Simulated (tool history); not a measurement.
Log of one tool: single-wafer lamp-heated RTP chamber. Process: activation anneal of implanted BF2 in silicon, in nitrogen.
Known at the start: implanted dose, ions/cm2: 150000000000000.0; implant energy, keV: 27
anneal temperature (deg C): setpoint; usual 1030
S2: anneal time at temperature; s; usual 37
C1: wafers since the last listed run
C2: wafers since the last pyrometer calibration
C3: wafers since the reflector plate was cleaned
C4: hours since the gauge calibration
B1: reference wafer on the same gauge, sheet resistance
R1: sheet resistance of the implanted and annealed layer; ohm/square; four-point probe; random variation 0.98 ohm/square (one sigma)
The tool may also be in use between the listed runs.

{"run": 1, "hour": 0.0, "anneal temperature (deg C)": 1030, "S2": 27, "C1": 0, "C2": 826, "C3": 826, "C4": 525.3, "B1": 758.84, "R1": 653.62}
{"run": 2, "hour": 25.6, "anneal temperature (deg C)": 1030, "S2": 54, "C1": 426, "C2": 1252, "C3": 1252, "C4": 550.9, "B1": 759.41, "R1": 647.15}
{"run": 3, "hour": 76.7, "anneal temperature (deg C)": 1030, "S2": 37, "C1": 850, "C2": 2103, "C3": 2103, "C4": 602, "B1": 759.24, "R1": 650.59}
{"run": 4, "hour": 124.7, "anneal temperature (deg C)": 1030, "S2": 37, "C1": 799, "C2": 2903, "C3": 2903, "C4": 650, "B1": 758.65, "R1": 651.35}
{"run": 5, "hour": 161.9, "anneal temperature (deg C)": 1030, "S2": 37, "C1": 619, "C2": 3522, "C3": 3522, "C4": 687.2, "B1": 759.2, "R1": 652.44}
{"run": 6, "hour": 219.9, "anneal temperature (deg C)": 1030, "S2": 37, "C1": 965, "C2": 4488, "C3": 4488, "C4": 745.2, "B1": 759.35, "R1": 651.61}
{"hour": 252.8, "done": "pyrometer window cleaned and pyrometer calibrated"}
{"run": 7, "hour": 284.4, "anneal temperature (deg C)": 1011, "S2": 49, "C1": 940, "C2": 526, "C3": 5429, "C4": 809.7, "B1": 758.9, "R1": 651.78}
{"run": 8, "hour": 347.3, "anneal temperature (deg C)": 1011, "S2": 49, "C1": 1047, "C2": 1574, "C3": 6476, "C4": 872.6, "B1": 759.51, "R1": 651.83}
{"run": 9, "hour": 373.6, "anneal temperature (deg C)": 1011, "S2": 49, "C1": 437, "C2": 2012, "C3": 6914, "C4": 898.9, "B1": 758.65, "R1": 652.89}
{"run": 10, "hour": 424.7, "anneal temperature (deg C)": 1030, "S2": 37, "C1": 850, "C2": 2862, "C3": 7765, "C4": 950, "B1": 759.27, "R1": 651.15}
{"hour": 477.1, "done": "gauge calibrated"}
{"run": 11, "hour": 490.1, "anneal temperature (deg C)": 1030, "S2": 28, "C1": 1088, "C2": 3951, "C3": 8854, "C4": 13, "B1": 758.82, "R1": 655.33}
{"hour": 533.4, "done": "pyrometer window cleaned and pyrometer calibrated"}
{"run": 12, "hour": 539.1, "anneal temperature (deg C)": 1030, "S2": 37, "C1": 682, "C2": 95, "C3": 9536, "C4": 62, "B1": 759.06, "R1": 649.51}
{"run": 13, "hour": 591.5, "anneal temperature (deg C)": 1008, "S2": 31, "C1": 872, "C2": 967, "C3": 10409, "C4": 114.4, "B1": 758.86, "R1": 657.16}
{"run": 14, "hour": 642.2, "anneal temperature (deg C)": 1038, "S2": 18, "C1": 844, "C2": 1811, "C3": 11253, "C4": 165.1, "B1": 759.04, "R1": 657.62}
{"run": 15, "hour": 709.3, "anneal temperature (deg C)": 1056, "S2": 20, "C1": 1117, "C2": 2929, "C3": 12370, "C4": 232.2, "B1": 758.67, "R1": 653.36}
{"run": 16, "hour": 739.3, "anneal temperature (deg C)": 1011, "S2": 49, "C1": 499, "C2": 3428, "C3": 12870, "C4": 262.2, "B1": 758.97, "R1": 652.28}
{"hour": 808.0, "done": "reflector plate cleaned"}
{"run": 17, "hour": 809.2, "anneal temperature (deg C)": 1019, "S2": 57, "C1": 1030, "C2": 4459, "C3": 19, "C4": 332.1, "B1": 759.48, "R1": 648.81}
{"hour": 851.4, "done": "pyrometer window cleaned and pyrometer calibrated"}
{"run": 18, "hour": 872.8, "anneal temperature (deg C)": 1052, "S2": 37, "C1": 925, "C2": 356, "C3": 945, "C4": 395.7, "B1": 759.03, "R1": 648.73}
{"run": 19, "hour": 902.5, "anneal temperature (deg C)": 1030, "S2": 37, "C1": 494, "C2": 850, "C3": 1439, "C4": 425.4, "B1": 759.06, "R1": 652.26}
{"run": 20, "hour": 947.1, "anneal temperature (deg C)": 1044, "S2": 23, "C1": 742, "C2": 1593, "C3": 2182, "C4": 470, "B1": 759.05, "R1": 654.82}
{"run": 21, "hour": 1001.0, "anneal temperature (deg C)": 1044, "S2": 23, "C1": 897, "C2": 2491, "C3": 3079, "C4": 523.9, "B1": 759.17, "R1": 654.76}
{"hour": 1154.4, "done": "pyrometer window cleaned and pyrometer calibrated"}
{"run": 22, "hour": 1209.1, "anneal temperature (deg C)": 1030, "S2": 17, "C1": 3331, "C2": 911, "C3": 6411, "C4": 732, "B1": 758.47, "R1": 659.08}
{"run": 23, "hour": 1276.9, "anneal temperature (deg C)": 1011, "S2": 49, "C1": 1128, "C2": 2040, "C3": 7540, "C4": 799.8, "B1": 759.02, "R1": 652.82}
{"run": 24, "hour": 1331.9, "anneal temperature (deg C)": 1019, "S2": 18, "C1": 915, "C2": 2956, "C3": 8456, "C4": 854.8, "B1": 758.59, "R1": 658.44}
{"run": 25, "hour": 1401.7, "anneal temperature (deg C)": 1017, "S2": 23, "C1": 1162, "C2": 4118, "C3": 9618, "C4": 924.6, "B1": 758.92, "R1": 658.11}

The tool's hidden state at each run:
true wafer temperature minus pyrometer reading, K: 0 in every run
wafer temperature error from the tarnished reflector plate, K: 0 in every run
gauge reads high (%): 0 in every run
